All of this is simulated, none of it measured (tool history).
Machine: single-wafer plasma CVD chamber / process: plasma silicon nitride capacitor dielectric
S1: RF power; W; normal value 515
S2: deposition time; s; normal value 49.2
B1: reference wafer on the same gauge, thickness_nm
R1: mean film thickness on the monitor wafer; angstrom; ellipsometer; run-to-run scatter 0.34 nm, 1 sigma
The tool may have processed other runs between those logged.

{"run": 1, "day": 0.0, "S1": 515, "S2": 49.2, "B1": 88.432, "R1": 768.17}
{"run": 2, "day": 2.85, "S1": 515, "S2": 49.2, "B1": 88.532, "R1": 760.44}
{"run": 3, "day": 4.762, "S1": 515, "S2": 49.2, "B1": 88.532, "R1": 766.12}
{"run": 4, "day": 6.862, "S1": 515, "S2": 49.2, "B1": 88.554, "R1": 764.16}
{"run": 5, "day": 9.433, "S1": 515, "S2": 49.2, "B1": 88.52, "R1": 767.46}
{"run": 6, "day": 17.771, "S1": 515, "S2": 43.2, "B1": 88.417, "R1": 674.0}
{"run": 7, "day": 19.512, "S1": 515, "S2": 49.2, "B1": 88.432, "R1": 758.26}
{"run": 8, "day": 21.521, "S1": 515, "S2": 49.2, "B1": 88.493, "R1": 761.29}
{"run": 9, "day": 23.162, "S1": 515, "S2": 49.2, "B1": 88.423, "R1": 757.75}
{"run": 10, "day": 24.446, "S1": 515, "S2": 49.2, "B1": 88.465, "R1": 760.51}
{"run": 11, "day": 27.275, "S1": 515, "S2": 49.2, "B1": 88.428, "R1": 754.56}
{"run": 12, "day": 30.258, "S1": 515, "S2": 49.2, "B1": 88.404, "R1": 759.04}
{"run": 13, "day": 32.833, "S1": 515, "S2": 49.2, "B1": 88.457, "R1": 755.04}
{"run": 14, "day": 34.521, "S1": 515, "S2": 49.2, "B1": 88.431, "R1": 760.68}
{"run": 15, "day": 36.383, "S1": 425, "S2": 40.7, "B1": 88.626, "R1": 588.12}
{"run": 16, "day": 39.042, "S1": 515, "S2": 49.2, "B1": 88.455, "R1": 748.8}
{"run": 17, "day": 41.021, "S1": 540, "S2": 58.4, "B1": 88.478, "R1": 902.32}
{"run": 18, "day": 42.542, "S1": 515, "S2": 49.2, "B1": 88.5, "R1": 735.52}
{"run": 19, "day": 44.988, "S1": 460, "S2": 40.4, "B1": 88.497, "R1": 586.85}
{"run": 20, "day": 50.012, "S1": 600, "S2": 57.6, "B1": 88.451, "R1": 945.03}
{"run": 21, "day": 52.708, "S1": 420, "S2": 45.6, "B1": 88.494, "R1": 660.64}
{"run": 22, "day": 53.804, "S1": 515, "S2": 57.1, "B1": 88.425, "R1": 888.37}
{"run": 23, "day": 56.267, "S1": 515, "S2": 43.0, "B1": 88.489, "R1": 671.28}
{"run": 24, "day": 57.946, "S1": 560, "S2": 41.4, "B1": 88.501, "R1": 667.16}
{"run": 25, "day": 63.554, "S1": 560, "S2": 41.9, "B1": 88.503, "R1": 674.51}

The log once held 4 entries between its listed runs, left out of this copy. Where does each go, and what is different about the tool's unlogged condition between the listed run before it and the listed run after it?
Logged between run 16 and run 17: showerhead replaced (day 40.629)
  delivered RF power above the setpoint (%): -6 -> -6.3
  difference, measured minus the result without the unlogged condition, R1: -16.80 -> -21.30 angstrom
Logged between run 17 and run 18: RF generator calibrated (day 41.608)
  delivered RF power above the setpoint (%): -6.3 -> -10.3
  difference, measured minus the result without the unlogged condition, R1: -21.30 -> -29.48 angstrom
Logged between run 19 and run 20: gauge calibrated (day 46.200); RF generator calibrated, repeated, since the last time left the tool worse (day 49.996)
  delivered RF power above the setpoint (%): -10.3 -> -1.53
  difference, measured minus the result without the unlogged condition, R1: -23.54 -> -5.22 angstrom
